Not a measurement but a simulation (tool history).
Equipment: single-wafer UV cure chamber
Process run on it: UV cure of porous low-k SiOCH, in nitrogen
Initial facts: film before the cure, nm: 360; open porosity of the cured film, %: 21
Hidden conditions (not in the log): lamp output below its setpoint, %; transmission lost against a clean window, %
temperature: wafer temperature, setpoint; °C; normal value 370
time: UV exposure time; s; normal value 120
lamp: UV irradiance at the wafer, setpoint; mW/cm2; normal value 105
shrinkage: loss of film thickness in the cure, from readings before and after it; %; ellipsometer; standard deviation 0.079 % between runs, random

run	hour	temperature	time	lamp	wafers since the last listed run	hours since the UV bulbs were replaced	wafers since the quartz window was cleaned	shrinkage
1	0.0	370	75	105	0	1696.4	715	6.537
# hour 189.1: quartz window cleaned
2	296.0	370	75	105	2614	1992.4	970	6.479
3	346.2	383	120	105	455	2042.6	1426	8.611
4	390.9	383	120	105	405	2087.3	1832	8.336
# hour 491.2: quartz window cleaned
5	494.3	383	120	105	866	2190.7	28	7.896
6	594.5	370	120	79	909	2290.9	938	6.602
7	659.8	370	120	79	592	2356.2	1530	6.411
8	741.0	370	120	79	737	2437.4	2267	6.299
9	777.7	370	120	105	333	2474.1	2601	7.244
# hour 794.3: quartz window cleaned, repeated, since the last time left the tool worse
10	878.3	364	120	105	840	2574.7	762	8.283
# hour 901.2: UV bulbs replaced
11	942.9	370	75	105	513	41.7	1276	6.388
12	983.7	353	120	105	370	82.5	1646	7.933
13	1024.3	377	70	123	368	123.1	2015	6.803
14	1081.3	384	75	135	517	180.1	2532	7.470
# hour 1108.7: quartz window cleaned
15	1135.1	370	120	105	415	233.9	239	8.478
16	1199.9	370	55	105	588	298.7	828	5.451
17	1253.8	370	100	130	489	352.6	1317	8.546
18	1337.3	386	180	118	757	436.1	2075	10.708
19	1406.6	370	90	82	629	505.4	2704	5.946

Branching from run 19: 5 alternative next runs. What would each branch give?
A	1407.0	370	120	121	3	505.8	2708	?
B	1407.0	370	190	116	3	505.8	2708	?
C	1407.0	358	90	105	3	505.8	2708	?
D	1407.0	370	145	117	3	505.8	2708	?
E	1407.0	389	120	105	3	505.8	2708	?

run	shrinkage
A	8.618
B	10.407
C	6.665
D	9.275
E	8.350
What these runs would have given with no unlogged condition in the tool:
run	shrinkage
A	9.044
B	10.854
C	7.064
D	9.709
E	8.773
